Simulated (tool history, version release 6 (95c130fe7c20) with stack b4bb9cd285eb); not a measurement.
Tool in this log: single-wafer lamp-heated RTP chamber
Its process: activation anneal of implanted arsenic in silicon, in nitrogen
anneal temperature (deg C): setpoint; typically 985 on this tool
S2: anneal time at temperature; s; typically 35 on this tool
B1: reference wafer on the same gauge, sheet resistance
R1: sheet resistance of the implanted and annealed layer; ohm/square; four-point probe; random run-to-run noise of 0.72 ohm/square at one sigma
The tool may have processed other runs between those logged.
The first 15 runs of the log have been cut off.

run 16 hour=185.7 | anneal_temperature_(deg_C)=1007 S2=47 | B1=556.71 | R1=483.72
run 17 hour=199.8 | anneal_temperature_(deg_C)=968 S2=42 | B1=557.58 | R1=489.86
-- hour=215.4 reflector plate cleaned
run 18 hour=215.9 | anneal_temperature_(deg_C)=985 S2=35 | B1=557.37 | R1=489.97
run 19 hour=224.5 | anneal_temperature_(deg_C)=1012 S2=15 | B1=557.71 | R1=491.52
run 20 hour=233 | anneal_temperature_(deg_C)=985 S2=35 | B1=557.71 | R1=490.8
run 21 hour=247.7 | anneal_temperature_(deg_C)=985 S2=54 | B1=558.01 | R1=488.9
run 22 hour=255.9 | anneal_temperature_(deg_C)=963 S2=23 | B1=558.28 | R1=493.18
run 23 hour=269.1 | anneal_temperature_(deg_C)=1007 S2=16 | B1=558.48 | R1=492.13
run 24 hour=286.9 | anneal_temperature_(deg_C)=985 S2=35 | B1=558.85 | R1=491.49
-- hour=293.7 gauge calibrated
-- hour=295.8 pyrometer window cleaned and pyrometer calibrated
run 25 hour=296.3 | anneal_temperature_(deg_C)=994 S2=46 | B1=548.24 | R1=478.24
run 26 hour=309.7 | anneal_temperature_(deg_C)=1007 S2=35 | B1=548.12 | R1=479.72
run 27 hour=346.1 | anneal_temperature_(deg_C)=985 S2=35 | B1=549.56 | R1=482.62
run 28 hour=366.1 | anneal_temperature_(deg_C)=971 S2=44 | B1=549.46 | R1=482.57
run 29 hour=382.9 | anneal_temperature_(deg_C)=985 S2=52 | B1=549.91 | R1=480.57
run 30 hour=391.2 | anneal_temperature_(deg_C)=985 S2=49 | B1=550.3 | R1=482.22
run 31 hour=403.9 | anneal_temperature_(deg_C)=985 S2=35 | B1=550.49 | R1=483.48
run 32 hour=421.5 | anneal_temperature_(deg_C)=1011 S2=35 | B1=551.35 | R1=480.84
run 33 hour=431.7 | anneal_temperature_(deg_C)=985 S2=35 | B1=550.79 | R1=484.18
run 34 hour=443 | anneal_temperature_(deg_C)=1003 S2=15 | B1=551.09 | R1=486.61

The next listed run, before its measurement:
run 35 hour=450.5 | anneal_temperature_(deg_C)=999 S2=20 | B1=? | R1=?

{"run 35": {"B1": 551.76, "R1": 485.99}}
Take away the tool's hidden state, keep the run-to-run variation as it was, and the same run would have given R1 483.8 ohm/square.
